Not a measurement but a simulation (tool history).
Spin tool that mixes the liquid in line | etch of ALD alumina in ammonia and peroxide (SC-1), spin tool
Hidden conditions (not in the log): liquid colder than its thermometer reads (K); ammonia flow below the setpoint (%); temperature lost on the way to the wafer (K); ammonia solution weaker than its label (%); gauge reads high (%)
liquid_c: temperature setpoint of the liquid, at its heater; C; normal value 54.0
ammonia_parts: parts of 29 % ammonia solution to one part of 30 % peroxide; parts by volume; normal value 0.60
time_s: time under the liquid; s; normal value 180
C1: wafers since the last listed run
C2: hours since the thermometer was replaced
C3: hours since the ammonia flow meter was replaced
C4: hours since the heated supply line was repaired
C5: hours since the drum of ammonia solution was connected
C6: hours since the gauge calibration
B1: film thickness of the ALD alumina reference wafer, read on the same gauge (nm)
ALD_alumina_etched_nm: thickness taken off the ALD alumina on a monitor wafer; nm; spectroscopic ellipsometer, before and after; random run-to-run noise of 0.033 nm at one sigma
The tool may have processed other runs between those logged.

Run 1, hour 0.0: usual settings; C1 0; C2 3060.2; C3 902.0; C4 3562.9; C5 420.7; C6 225.6; B1 89.98. Result: ALD_alumina_etched_nm 8.67 nm.
Run 2, hour 6.8: usual settings but liquid_c 49.5 C, ammonia_parts 0.50 parts by volume; C1 36; C2 3067.0; C3 908.8; C4 3569.7; C5 427.5; C6 232.4; B1 90.00. Result: ALD_alumina_etched_nm 6.57 nm.
Run 3, hour 21.0: usual settings but liquid_c 49.5 C, ammonia_parts 0.50 parts by volume; C1 75; C2 3081.2; C3 923.0; C4 3583.9; C5 441.7; C6 246.6; B1 90.00. Result: ALD_alumina_etched_nm 6.58 nm.
Run 4, hour 28.1: usual settings but liquid_c 46.5 C, ammonia_parts 0.80 parts by volume; C1 37; C2 3088.3; C3 930.1; C4 3591.0; C5 448.8; C6 253.7; B1 90.01. Result: ALD_alumina_etched_nm 5.83 nm.
Run 5, hour 43.2: usual settings but liquid_c 46.5 C, ammonia_parts 0.80 parts by volume; C1 79; C2 3103.4; C3 945.2; C4 3606.1; C5 463.9; C6 268.8; B1 90.01. Result: ALD_alumina_etched_nm 5.78 nm.
Run 6, hour 56.7: usual settings but liquid_c 46.5 C, ammonia_parts 0.80 parts by volume; C1 71; C2 3116.9; C3 958.7; C4 3619.6; C5 477.4; C6 282.3; B1 89.99. Result: ALD_alumina_etched_nm 5.83 nm.
At hour 67.2: ammonia flow meter replaced.
Run 7, hour 67.7: usual settings; C1 52; C2 3127.9; C3 0.5; C4 3630.6; C5 488.4; C6 293.3; B1 90.02. Result: ALD_alumina_etched_nm 8.57 nm.
Run 8, hour 74.8: usual settings; C1 37; C2 3135.0; C3 7.6; C4 3637.7; C5 495.5; C6 300.4; B1 90.00. Result: ALD_alumina_etched_nm 8.55 nm.
Run 9, hour 91.1: usual settings; C1 86; C2 3151.3; C3 23.9; C4 3654.0; C5 511.8; C6 316.7; B1 89.99. Result: ALD_alumina_etched_nm 8.63 nm.
Run 10, hour 105.0: usual settings; C1 73; C2 3165.2; C3 37.8; C4 3667.9; C5 525.7; C6 330.6; B1 90.01. Result: ALD_alumina_etched_nm 8.60 nm.
Run 11, hour 112.7: usual settings; C1 40; C2 3172.9; C3 45.5; C4 3675.6; C5 533.4; C6 338.3; B1 90.01. Result: ALD_alumina_etched_nm 8.58 nm.
Run 12, hour 129.2: usual settings but liquid_c 63.0 C, ammonia_parts 0.40 parts by volume, time_s 250 s; C1 87; C2 3189.4; C3 62.0; C4 3692.1; C5 549.9; C6 354.8; B1 89.99. Result: ALD_alumina_etched_nm 18.57 nm.
Run 13, hour 145.9: usual settings but liquid_c 45.0 C, ammonia_parts 0.30 parts by volume, time_s 270 s; C1 88; C2 3206.1; C3 78.7; C4 3708.8; C5 566.6; C6 371.5; B1 90.01. Result: ALD_alumina_etched_nm 7.24 nm.
At hour 156.0: new drum of ammonia solution connected.
At hour 157.9: heated supply line repaired.
At hour 161.9: gauge calibrated.
Run 14, hour 163.7: usual settings but liquid_c 63.5 C, ammonia_parts 0.80 parts by volume; C1 83; C2 3223.9; C3 96.5; C4 5.8; C5 7.7; C6 1.8; B1 90.02. Result: ALD_alumina_etched_nm 14.51 nm.
Run 15, hour 173.6: usual settings but liquid_c 59.0 C, ammonia_parts 0.75 parts by volume, time_s 210 s; C1 52; C2 3233.8; C3 106.4; C4 15.7; C5 17.6; C6 11.7; B1 90.00. Result: ALD_alumina_etched_nm 13.34 nm.
At hour 179.3: thermometer replaced.
Run 16, hour 191.1: usual settings; C1 87; C2 11.8; C3 123.9; C4 33.2; C5 35.1; C6 29.2; B1 90.02. Result: ALD_alumina_etched_nm 10.06 nm.
Run 17, hour 203.7: usual settings but liquid_c 48.0 C, time_s 150 s; C1 66; C2 24.4; C3 136.5; C4 45.8; C5 47.7; C6 41.8; B1 90.02. Result: ALD_alumina_etched_nm 6.03 nm.
Run 18, hour 221.4: usual settings but liquid_c 58.0 C, ammonia_parts 0.90 parts by volume, time_s 285 s; C1 93; C2 42.1; C3 154.2; C4 63.5; C5 65.4; C6 59.5; B1 90.01. Result: ALD_alumina_etched_nm 20.41 nm.
Run 19, hour 237.9: usual settings; C1 87; C2 58.6; C3 170.7; C4 80.0; C5 81.9; C6 76.0; B1 90.00. Result: ALD_alumina_etched_nm 10.06 nm.
Run 20, hour 247.8: usual settings but liquid_c 63.0 C, time_s 145 s; C1 52; C2 68.5; C3 180.6; C4 89.9; C5 91.8; C6 85.9; B1 90.01. Result: ALD_alumina_etched_nm 12.96 nm.
Run 21, hour 254.0: usual settings; C1 32; C2 74.7; C3 186.8; C4 96.1; C5 98.0; C6 92.1; B1 90.04. Result: ALD_alumina_etched_nm 10.10 nm.
Run 22, hour 270.8: usual settings but liquid_c 47.0 C, ammonia_parts 0.35 parts by volume; C1 88; C2 91.5; C3 203.6; C4 112.9; C5 114.8; C6 108.9; B1 89.99. Result: ALD_alumina_etched_nm 6.47 nm.
Run 23, hour 285.5: usual settings but liquid_c 57.0 C, ammonia_parts 0.30 parts by volume, time_s 260 s; C1 77; C2 106.2; C3 218.3; C4 127.6; C5 129.5; C6 123.6; B1 89.99. Result: ALD_alumina_etched_nm 16.05 nm.
Run 24, hour 302.4: usual settings but liquid_c 61.5 C, ammonia_parts 0.80 parts by volume, time_s 100 s; C1 89; C2 123.1; C3 235.2; C4 144.5; C5 146.4; C6 140.5; B1 90.01. Result: ALD_alumina_etched_nm 8.54 nm.
Run 25, hour 315.3: usual settings but liquid_c 60.5 C; C1 68; C2 136.0; C3 248.1; C4 157.4; C5 159.3; C6 153.4; B1 90.00. Result: ALD_alumina_etched_nm 14.09 nm.
Run 26, hour 332.3: usual settings but liquid_c 59.0 C; C1 90; C2 153.0; C3 265.1; C4 174.4; C5 176.3; C6 170.4; B1 89.99. Result: ALD_alumina_etched_nm 13.03 nm.

Consider 3 possible next runs. They are alternatives, not a sequence: every one starts from the tool as it was left by run 26. What does each give?
Run A, hour 332.8: usual settings; C1 2; C2 153.5; C3 265.6; C4 174.9; C5 176.8; C6 170.9; B1 ?. Result: ALD_alumina_etched_nm ?.
Run B, hour 332.8: usual settings but liquid_c 63.0 C, ammonia_parts 0.80 parts by volume, time_s 75 s; C1 2; C2 153.5; C3 265.6; C4 174.9; C5 176.8; C6 170.9; B1 ?. Result: ALD_alumina_etched_nm ?.
Run C, hour 332.8: usual settings but liquid_c 48.5 C, ammonia_parts 0.70 parts by volume; C1 2; C2 153.5; C3 265.6; C4 174.9; C5 176.8; C6 170.9; B1 ?. Result: ALD_alumina_etched_nm ?.

run     B1  ALD_alumina_etched_nm
  A  89.99                  10.08
  B  89.99                   6.89
  C  89.99                   7.58
The same runs, with their run-to-run variation unchanged, on a tool lacking any hidden condition would have given:
run  ALD_alumina_etched_nm
  A                  10.16
  B                   6.94
  C                   7.64
